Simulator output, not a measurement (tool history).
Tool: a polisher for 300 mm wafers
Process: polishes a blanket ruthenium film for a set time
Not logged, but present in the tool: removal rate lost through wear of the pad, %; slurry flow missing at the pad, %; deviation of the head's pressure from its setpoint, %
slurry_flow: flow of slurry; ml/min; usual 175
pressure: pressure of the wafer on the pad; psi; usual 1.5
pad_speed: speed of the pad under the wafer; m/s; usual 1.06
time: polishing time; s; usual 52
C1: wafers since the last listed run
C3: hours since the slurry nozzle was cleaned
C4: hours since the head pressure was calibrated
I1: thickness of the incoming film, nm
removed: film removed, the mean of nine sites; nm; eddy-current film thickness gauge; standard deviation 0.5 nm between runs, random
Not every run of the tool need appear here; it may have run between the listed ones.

{"run": 1, "day": 0.0, "slurry_flow": 175, "pressure": 1.7, "pad_speed": 1.06, "time": 52, "C1": 0, "wafers polished on this pad": 187, "C3": 180.1, "C4": 824, "I1": 470, "removed": 51.6}
{"run": 2, "day": 0.629, "slurry_flow": 175, "pressure": 1.7, "pad_speed": 1.06, "time": 52, "C1": 209, "wafers polished on this pad": 396, "C3": 195.2, "C4": 839.1, "I1": 466.1, "removed": 51.7}
{"run": 3, "day": 2.092, "slurry_flow": 175, "pressure": 1.7, "pad_speed": 1.06, "time": 52, "C1": 486, "wafers polished on this pad": 883, "C3": 230.3, "C4": 874.2, "I1": 469.5, "removed": 50.8}
{"run": 4, "day": 3.571, "slurry_flow": 175, "pressure": 1.5, "pad_speed": 1.06, "time": 52, "C1": 492, "wafers polished on this pad": 1376, "C3": 265.8, "C4": 909.7, "I1": 467.6, "removed": 46.4}
{"run": 5, "day": 4.162, "slurry_flow": 150, "pressure": 1.5, "pad_speed": 1.06, "time": 52, "C1": 196, "wafers polished on this pad": 1573, "C3": 280, "C4": 923.9, "I1": 470.7, "removed": 43.4}
{"day": 6.238, "done": "worn pad replaced by a new one"}
{"run": 6, "day": 7.55, "slurry_flow": 150, "pressure": 1.5, "pad_speed": 1.06, "time": 52, "C1": 1072, "wafers polished on this pad": 436, "C3": 361.3, "C4": 1005.2, "I1": 474.1, "removed": 43.3}
{"day": 8.329, "done": "slurry nozzle cleaned"}
{"run": 7, "day": 9.038, "slurry_flow": 150, "pressure": 1.5, "pad_speed": 1.06, "time": 52, "C1": 481, "wafers polished on this pad": 917, "C3": 17, "C4": 1040.9, "I1": 468.4, "removed": 49.6}
{"run": 8, "day": 9.95, "slurry_flow": 175, "pressure": 1.5, "pad_speed": 1.06, "time": 52, "C1": 303, "wafers polished on this pad": 1221, "C3": 38.9, "C4": 1062.8, "I1": 467.8, "removed": 49.8}
{"run": 9, "day": 11.288, "slurry_flow": 175, "pressure": 1.5, "pad_speed": 1.26, "time": 52, "C1": 445, "wafers polished on this pad": 1666, "C3": 71, "C4": 1094.9, "I1": 474.2, "removed": 58.8}
{"run": 10, "day": 12.304, "slurry_flow": 175, "pressure": 1.5, "pad_speed": 1.26, "time": 52, "C1": 338, "wafers polished on this pad": 2005, "C3": 95.4, "C4": 1119.3, "I1": 466.7, "removed": 56.5}
{"run": 11, "day": 12.904, "slurry_flow": 175, "pressure": 1.5, "pad_speed": 1.06, "time": 52, "C1": 199, "wafers polished on this pad": 2204, "C3": 109.8, "C4": 1133.7, "I1": 466.4, "removed": 48.9}
{"day": 13.212, "done": "worn pad replaced by a new one, of another model than before"}
{"run": 12, "day": 14.362, "slurry_flow": 175, "pressure": 1.5, "pad_speed": 1.06, "time": 52, "C1": 430, "wafers polished on this pad": 382, "C3": 144.8, "C4": 1168.7, "I1": 472.9, "removed": 49.4}
{"run": 13, "day": 14.979, "slurry_flow": 175, "pressure": 1.5, "pad_speed": 1.06, "time": 52, "C1": 205, "wafers polished on this pad": 587, "C3": 159.6, "C4": 1183.5, "I1": 471.6, "removed": 49}
{"run": 14, "day": 16.404, "slurry_flow": 175, "pressure": 1.5, "pad_speed": 1.06, "time": 52, "C1": 474, "wafers polished on this pad": 1062, "C3": 193.8, "C4": 1217.7, "I1": 473.5, "removed": 48.5}
{"run": 15, "day": 17.558, "slurry_flow": 175, "pressure": 1.5, "pad_speed": 1.06, "time": 52, "C1": 384, "wafers polished on this pad": 1446, "C3": 221.5, "C4": 1245.4, "I1": 471.5, "removed": 48}
{"run": 16, "day": 18.971, "slurry_flow": 130, "pressure": 2, "pad_speed": 1.22, "time": 59, "C1": 470, "wafers polished on this pad": 1916, "C3": 255.4, "C4": 1279.3, "I1": 472.1, "removed": 64.2}
{"run": 17, "day": 20.058, "slurry_flow": 205, "pressure": 1.5, "pad_speed": 1.2, "time": 43, "C1": 362, "wafers polished on this pad": 2278, "C3": 281.5, "C4": 1305.4, "I1": 468.4, "removed": 43.8}
{"day": 20.638, "done": "worn pad replaced by a new one"}
{"run": 18, "day": 20.662, "slurry_flow": 140, "pressure": 1.9, "pad_speed": 1.06, "time": 70, "C1": 145, "wafers polished on this pad": 8, "C3": 296, "C4": 1319.9, "I1": 462.8, "removed": 69.8}
{"run": 19, "day": 21.725, "slurry_flow": 175, "pressure": 1.5, "pad_speed": 1.22, "time": 36, "C1": 353, "wafers polished on this pad": 361, "C3": 321.5, "C4": 1345.4, "I1": 477.1, "removed": 36.7}
{"run": 20, "day": 22.888, "slurry_flow": 175, "pressure": 1.5, "pad_speed": 0.74, "time": 52, "C1": 387, "wafers polished on this pad": 748, "C3": 349.4, "C4": 1373.3, "I1": 470.1, "removed": 38.6}
{"run": 21, "day": 23.921, "slurry_flow": 225, "pressure": 1.5, "pad_speed": 0.88, "time": 52, "C1": 344, "wafers polished on this pad": 1092, "C3": 374.2, "C4": 1398.1, "I1": 477.1, "removed": 44.6}
{"run": 22, "day": 25.15, "slurry_flow": 175, "pressure": 1.8, "pad_speed": 0.7, "time": 59, "C1": 409, "wafers polished on this pad": 1502, "C3": 403.7, "C4": 1427.6, "I1": 461.7, "removed": 46.4}
{"run": 23, "day": 26.442, "slurry_flow": 150, "pressure": 1.5, "pad_speed": 1.06, "time": 52, "C1": 430, "wafers polished on this pad": 1932, "C3": 434.7, "C4": 1458.6, "I1": 468.3, "removed": 46.4}
{"day": 27.033, "done": "head pressure recalibrated"}
{"day": 27.121, "done": "slurry nozzle cleaned"}
{"run": 24, "day": 27.917, "slurry_flow": 225, "pressure": 1.5, "pad_speed": 1.06, "time": 52, "C1": 449, "wafers polished on this pad": 2381, "C3": 19.1, "C4": 21.2, "I1": 469.4, "removed": 52}
{"day": 28.775, "done": "worn pad replaced by a new one"}
{"run": 25, "day": 29.262, "slurry_flow": 210, "pressure": 1.5, "pad_speed": 1.06, "time": 52, "C1": 392, "wafers polished on this pad": 162, "C3": 51.4, "C4": 53.5, "I1": 469.5, "removed": 51.4}
{"run": 26, "day": 30.392, "slurry_flow": 175, "pressure": 1.5, "pad_speed": 1.06, "time": 52, "C1": 375, "wafers polished on this pad": 538, "C3": 78.5, "C4": 80.6, "I1": 480, "removed": 50.2}
{"run": 27, "day": 32.638, "slurry_flow": 225, "pressure": 1.8, "pad_speed": 0.82, "time": 40, "C1": 747, "wafers polished on this pad": 1286, "C3": 132.4, "C4": 134.5, "I1": 471.6, "removed": 36.4}
{"run": 28, "day": 33.871, "slurry_flow": 175, "pressure": 1.5, "pad_speed": 1.06, "time": 52, "C1": 410, "wafers polished on this pad": 1696, "C3": 162, "C4": 164.1, "I1": 469.1, "removed": 48.7}
{"run": 29, "day": 34.754, "slurry_flow": 175, "pressure": 1.3, "pad_speed": 1.06, "time": 52, "C1": 294, "wafers polished on this pad": 1990, "C3": 183.2, "C4": 185.3, "I1": 461.5, "removed": 46.8}
{"run": 30, "day": 35.583, "slurry_flow": 175, "pressure": 1.5, "pad_speed": 0.84, "time": 52, "C1": 276, "wafers polished on this pad": 2266, "C3": 203.1, "C4": 205.2, "I1": 459.3, "removed": 43.1}
{"day": 36.004, "done": "worn pad replaced by a new one"}
{"run": 31, "day": 36.35, "slurry_flow": 115, "pressure": 1.7, "pad_speed": 1.06, "time": 52, "C1": 199, "wafers polished on this pad": 115, "C3": 221.5, "C4": 223.6, "I1": 479, "removed": 47.1}

Take each entry between the runs: how does the hidden state at the last listed run before it differ from the hidden state at the first listed run after it?
After run 5, before run 6: worn pad replaced by a new one (day 6.238)
  slurry flow missing at the pad, %: 40.4 -> 42.8
  measured result minus the result with no hidden state, removed: -6.4 -> -7.1 nm
After run 6, before run 7: slurry nozzle cleaned (day 8.329)
  slurry flow missing at the pad, %: 42.8 -> 6.85
  measured result minus the result with no hidden state, removed: -7.1 -> -0.7 nm
After run 11, before run 12: worn pad replaced by a new one, of another model than before (day 13.212)
  slurry flow missing at the pad, %: 25 -> 29.2
  measured result minus the result with no hidden state, removed: -2.8 -> -2.1 nm
After run 17, before run 18: worn pad replaced by a new one (day 20.638)
  slurry flow missing at the pad, %: 38.4 -> 38.9
  measured result minus the result with no hidden state, removed: -2.4 -> -5.2 nm
After run 23, before run 24: head pressure recalibrated (day 27.033); slurry nozzle cleaned (day 27.121)
  slurry flow missing at the pad, %: 42 -> 8.1
  measured result minus the result with no hidden state, removed: -3.7 -> -0.5 nm
After run 24, before run 25: worn pad replaced by a new one (day 28.775)
  slurry flow missing at the pad, %: 8.1 -> 15.7
  measured result minus the result with no hidden state, removed: -0.5 -> -0.9 nm
After run 30, before run 31: worn pad replaced by a new one (day 36.004)
  slurry flow missing at the pad, %: 35 -> 36.1
  measured result minus the result with no hidden state, removed: -2.3 -> -3.6 nm
